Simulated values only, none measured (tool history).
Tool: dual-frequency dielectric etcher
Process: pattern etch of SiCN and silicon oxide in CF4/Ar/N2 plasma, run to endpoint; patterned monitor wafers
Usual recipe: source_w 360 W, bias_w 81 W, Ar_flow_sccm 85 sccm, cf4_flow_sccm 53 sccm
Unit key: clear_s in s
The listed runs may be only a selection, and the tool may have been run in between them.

| run | hour | source_w | bias_w | Ar_flow_sccm | cf4_flow_sccm | wafers since the last listed run | hours since the last wet clean | hours since the last source power generator calibration | hours since the last bias power generator calibration | hours since the last Ar flow controller change | hours since the last CF4 flow controller change | hours since the last upper electrode change | incoming incoming film thickness, nm | clear_s |
|---|---|---|---|---|---|---|---|---|---|---|---|---|---|---|
| 1 | 0.0 | 360 | 65 | 85 | 53 | 0 | 395.3 | 54.0 | 182.6 | 4367.5 | 3197.1 | 78.0 | 9.49 | 13.1 |
| 2 | 6.4 | 360 | 86 | 71 | 53 | 74 | 401.7 | 60.4 | 189.0 | 4373.9 | 3203.5 | 84.4 | 9.41 | 11.3 |
| 3 | 18.0 | 360 | 81 | 70 | 53 | 135 | 413.3 | 72.0 | 200.6 | 4385.5 | 3215.1 | 96.0 | 9.41 | 11.6 |
| 4 | 27.5 | 360 | 81 | 85 | 53 | 111 | 422.8 | 81.5 | 210.1 | 4395.0 | 3224.6 | 105.5 | 9.37 | 12.0 |
| 5 | 40.2 | 360 | 64 | 95 | 46 | 148 | 435.5 | 94.2 | 222.8 | 4407.7 | 3237.3 | 118.2 | 9.42 | 13.8 |
| 6 | 56.5 | 300 | 81 | 85 | 53 | 190 | 451.8 | 110.5 | 239.1 | 4424.0 | 3253.6 | 134.5 | 9.35 | 14.7 |
| 7 | 69.2 | 360 | 81 | 69 | 53 | 148 | 464.5 | 123.2 | 251.8 | 4436.7 | 3266.3 | 147.2 | 9.52 | 11.7 |
| 8 | 79.4 | 360 | 81 | 85 | 53 | 119 | 474.7 | 133.4 | 262.0 | 4446.9 | 3276.5 | 157.4 | 9.41 | 11.9 |
|  | 95.7 | CF4 flow controller replaced |
|  | 100.4 | Ar flow controller replaced |
| 9 | 100.9 | 410 | 99 | 91 | 53 | 127 | 496.2 | 154.9 | 283.5 | 0.5 | 5.2 | 178.9 | 9.39 | 9.7 |
| 10 | 101.2 | 320 | 81 | 85 | 59 | 3 | 496.5 | 155.2 | 283.8 | 0.8 | 5.5 | 179.2 | 9.38 | 13.4 |
|  | 127.6 | wet clean of the chamber |
| 11 | 128.1 | 280 | 95 | 71 | 47 | 33 | 0.5 | 182.1 | 310.7 | 27.7 | 32.4 | 206.1 | 9.41 | 15.2 |
| 12 | 128.4 | 360 | 81 | 96 | 53 | 3 | 0.8 | 182.4 | 311.0 | 28.0 | 32.7 | 206.4 | 9.49 | 12.8 |
| 13 | 152.8 | 360 | 90 | 85 | 53 | 285 | 25.2 | 206.8 | 335.4 | 52.4 | 57.1 | 230.8 | 9.47 | 11.9 |
| 14 | 168.1 | 340 | 81 | 85 | 53 | 178 | 40.5 | 222.1 | 350.7 | 67.7 | 72.4 | 246.1 | 9.39 | 13.2 |
| 15 | 181.7 | 360 | 87 | 79 | 60 | 159 | 54.1 | 235.7 | 364.3 | 81.3 | 86.0 | 259.7 | 9.35 | 11.4 |
| 16 | 197.3 | 360 | 81 | 85 | 53 | 182 | 69.7 | 251.3 | 379.9 | 96.9 | 101.6 | 275.3 | 9.33 | 12.2 |
| 17 | 207.8 | 360 | 81 | 85 | 53 | 122 | 80.2 | 261.8 | 390.4 | 107.4 | 112.1 | 285.8 | 9.44 | 12.3 |
| 18 | 221.0 | 360 | 67 | 66 | 53 | 154 | 93.4 | 275.0 | 403.6 | 120.6 | 125.3 | 299.0 | 9.31 | 12.4 |
| 19 | 236.6 | 440 | 69 | 85 | 48 | 182 | 109.0 | 290.6 | 419.2 | 136.2 | 140.9 | 314.6 | 9.43 | 10.8 |
| 20 | 253.3 | 360 | 81 | 65 | 46 | 195 | 125.7 | 307.3 | 435.9 | 152.9 | 157.6 | 331.3 | 9.44 | 11.9 |
| 21 | 269.8 | 360 | 81 | 85 | 53 | 192 | 142.2 | 323.8 | 452.4 | 169.4 | 174.1 | 347.8 | 9.43 | 12.2 |
| 22 | 286.8 | 360 | 81 | 85 | 53 | 198 | 159.2 | 340.8 | 469.4 | 186.4 | 191.1 | 364.8 | 9.43 | 12.3 |
| 23 | 301.5 | 360 | 87 | 85 | 53 | 171 | 173.9 | 355.5 | 484.1 | 201.1 | 205.8 | 379.5 | 9.52 | 12.1 |

What would each run have given without the hidden state, its run-to-run variation left as it was?
Hidden state at play: etch rate over this chamber's usual, %; source power that arrives over what is set, %; bias power that arrives over what is set, %; Ar flow that arrives over what is set, %; CF4 flow that arrives over what is set, %.
| run | clear_s |
|---|---|
| 1 | 13.5 |
| 2 | 11.7 |
| 3 | 12.0 |
| 4 | 12.4 |
| 5 | 14.3 |
| 6 | 15.3 |
| 7 | 12.1 |
| 8 | 12.4 |
| 9 | 10.1 |
| 10 | 13.9 |
| 11 | 15.3 |
| 12 | 12.9 |
| 13 | 12.0 |
| 14 | 13.3 |
| 15 | 11.6 |
| 16 | 12.4 |
| 17 | 12.4 |
| 18 | 12.6 |
| 19 | 11.0 |
| 20 | 12.1 |
| 21 | 12.4 |
| 22 | 12.6 |
| 23 | 12.4 |
